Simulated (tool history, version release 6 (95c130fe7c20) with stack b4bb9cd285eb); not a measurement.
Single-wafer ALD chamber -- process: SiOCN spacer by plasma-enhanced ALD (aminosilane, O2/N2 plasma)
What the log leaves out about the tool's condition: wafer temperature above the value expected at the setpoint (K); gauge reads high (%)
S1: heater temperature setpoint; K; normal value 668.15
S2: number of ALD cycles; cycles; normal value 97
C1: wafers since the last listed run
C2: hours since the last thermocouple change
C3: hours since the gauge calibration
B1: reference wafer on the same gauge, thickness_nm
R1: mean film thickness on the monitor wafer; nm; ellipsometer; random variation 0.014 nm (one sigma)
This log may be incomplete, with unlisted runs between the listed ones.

run   hour      S1   S2   C1      C2     C3     B1     R1
  1    0.0  668.15   97    0  2826.8  188.3  5.271  5.638
  2   13.6  668.15   97   57  2840.4  201.9  5.261  5.611
  3   30.0  675.15   88   69  2856.8  218.3  5.261  5.028
  4   38.9  668.15   91   37  2865.7  227.2  5.259  5.261
      42.3  -- gauge calibrated
  5   55.3  668.15   91   69  2882.1   13.0  5.312  5.319
  6   66.8  677.15   88   48  2893.6   24.5  5.309  5.052
  7   78.1  668.15  109   47  2904.9   35.8  5.303  6.371
  8   91.1  668.15  109   55  2917.9   48.8  5.304  6.364
  9  107.8  668.15  109   70  2934.6   65.5  5.303  6.351
 10  119.7  661.15  110   50  2946.5   77.4  5.296  6.418
 11  130.2  657.15   85   44  2957.0   87.9  5.294  4.958
     138.3  -- thermocouple changed; heater temperature recalibrated
 12  172.0  657.15   85  143    33.7  129.7  5.288  4.947
 13  181.0  668.15   97   38    42.7  138.7  5.285  5.648
 14  192.5  668.15   92   48    54.2  150.2  5.282  5.355
 15  232.1  681.15   84  168    93.8  189.8  5.276  4.720
     240.6  -- gauge calibrated
 16  243.6  654.15   91   48   105.3    3.0  5.303  5.309
 17  252.1  668.15   97   36   113.8   11.5  5.306  5.673
 18  268.8  663.15  110   70   130.5   28.2  5.299  6.425
 19  276.2  657.15   86   31   137.9   35.6  5.297  5.018
 20  293.7  656.15   83   74   155.4   53.1  5.297  4.842
 21  304.3  672.15   78   44   166.0   63.7  5.293  4.541
 22  315.2  668.15  106   46   176.9   74.6  5.290  6.196
 23  327.7  672.15  112   53   189.4   87.1  5.289  6.521
 24  342.9  668.15   97   64   204.6  102.3  5.286  5.621
 25  354.0  668.15   97   47   215.7  113.4  5.284  5.625
 26  364.1  668.15   97   42   225.8  123.5  5.281  5.639

What the log doesn't show, run by run:
wafer temperature above the value expected at the setpoint (K): 0, the same for each run
H1: gauge reads high (%)
run       H1
  1    -0.85
  2   -0.904
  3    -0.97
  4    -1.01
  5   0.0147
  6  -0.0313
  7  -0.0765
  8   -0.129
  9   -0.195
 10   -0.243
 11   -0.285
 12   -0.452
 13   -0.488
 14   -0.534
 15   -0.693
 16  -0.0764
 17    -0.11
 18   -0.177
 19   -0.207
 20   -0.277
 21   -0.319
 22   -0.363
 23   -0.413
 24   -0.474
 25   -0.518
 26   -0.558
